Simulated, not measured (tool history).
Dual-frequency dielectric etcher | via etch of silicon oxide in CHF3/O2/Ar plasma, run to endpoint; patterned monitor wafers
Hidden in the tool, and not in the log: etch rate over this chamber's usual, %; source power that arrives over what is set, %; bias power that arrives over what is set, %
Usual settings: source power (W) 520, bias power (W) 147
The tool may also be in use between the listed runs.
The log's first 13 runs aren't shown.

| run | hour | source power (W) | bias power (W) | wafers since the last listed run | hours since the last wet clean | hours since the last source power generator calibration | hours since the last bias power generator calibration | hours since the last upper electrode change | incoming incoming film thickness, nm | endpoint time (s) |
|---|---|---|---|---|---|---|---|---|---|---|
|  | 848.3 | wet clean of the chamber, repeated, since the last time left the tool worse |
| 14 | 862.8 | 520 | 147 | 60 | 14.5 | 3580.3 | 74.5 | 3167.6 | 455.5 | 261.1 |
| 15 | 912.0 | 520 | 135 | 139 | 63.7 | 3629.5 | 123.7 | 3216.8 | 460.1 | 267.3 |
| 16 | 980.4 | 520 | 135 | 193 | 132.1 | 3697.9 | 192.1 | 3285.2 | 455.8 | 271.6 |
| 17 | 1049.4 | 580 | 165 | 195 | 201.1 | 3766.9 | 261.1 | 3354.2 | 457.1 | 232.8 |
| 18 | 1108.3 | 520 | 180 | 166 | 260.0 | 3825.8 | 320.0 | 3413.1 | 458.4 | 239.5 |
| 19 | 1212.7 | 520 | 147 | 295 | 364.4 | 3930.2 | 424.4 | 3517.5 | 451.5 | 258.8 |
| 20 | 1283.3 | 410 | 129 | 200 | 435.0 | 4000.8 | 495.0 | 3588.1 | 447.7 | 320.0 |
|  | 1312.3 | wet clean of the chamber |
|  | 1315.5 | source power generator calibrated |
| 21 | 1386.5 | 520 | 132 | 215 | 74.2 | 71.0 | 598.2 | 3691.3 | 453.4 | 269.1 |
| 22 | 1443.8 | 520 | 147 | 162 | 131.5 | 128.3 | 655.5 | 3748.6 | 451.7 | 254.1 |
| 23 | 1492.9 | 400 | 119 | 139 | 180.6 | 177.4 | 704.6 | 3797.7 | 447.5 | 335.9 |
| 24 | 1562.1 | 520 | 147 | 196 | 249.8 | 246.6 | 773.8 | 3866.9 | 453.7 | 260.0 |
| 25 | 1639.6 | 480 | 179 | 219 | 327.3 | 324.1 | 851.3 | 3944.4 | 455.1 | 255.8 |
|  | 1674.2 | wet clean of the chamber |
|  | 1678.3 | upper electrode replaced |
| 26 | 1735.1 | 520 | 125 | 190 | 60.9 | 419.6 | 946.8 | 56.8 | 454.8 | 278.3 |
| 27 | 1792.4 | 600 | 147 | 162 | 118.2 | 476.9 | 1004.1 | 114.1 | 452.2 | 238.4 |
| 28 | 1890.7 | 410 | 129 | 278 | 216.5 | 575.2 | 1102.4 | 212.4 | 456.5 | 321.8 |
| 29 | 1930.2 | 430 | 117 | 111 | 256.0 | 614.7 | 1141.9 | 251.9 | 459.8 | 328.4 |
| 30 | 1980.0 | 410 | 147 | 141 | 305.8 | 664.5 | 1191.7 | 301.7 | 450.8 | 305.3 |
|  | 2059.9 | wet clean of the chamber |
| 31 | 2077.3 | 520 | 115 | 207 | 17.4 | 761.8 | 1289.0 | 399.0 | 449.3 | 284.2 |
| 32 | 2122.5 | 450 | 182 | 128 | 62.6 | 807.0 | 1334.2 | 444.2 | 452.5 | 254.4 |

Forecast each of these 5 alternatives for the next run:
| A | 2123.0 | 580 | 147 | 1 | 63.1 | 807.5 | 1334.7 | 444.7 | 454.1 | ? |
| B | 2123.0 | 410 | 180 | 1 | 63.1 | 807.5 | 1334.7 | 444.7 | 454.1 | ? |
| C | 2123.0 | 520 | 169 | 1 | 63.1 | 807.5 | 1334.7 | 444.7 | 454.1 | ? |
| D | 2123.0 | 520 | 183 | 1 | 63.1 | 807.5 | 1334.7 | 444.7 | 454.1 | ? |
| E | 2123.0 | 630 | 116 | 1 | 63.1 | 807.5 | 1334.7 | 444.7 | 454.1 | ? |

| run | endpoint time (s) |
|---|---|
| A | 242.2 |
| B | 277.0 |
| C | 243.4 |
| D | 235.2 |
| E | 255.4 |
Without the tool's hidden state the same runs would have given:
| run | endpoint time (s) |
|---|---|
| A | 241.5 |
| B | 276.3 |
| C | 242.8 |
| D | 234.6 |
| E | 254.7 |
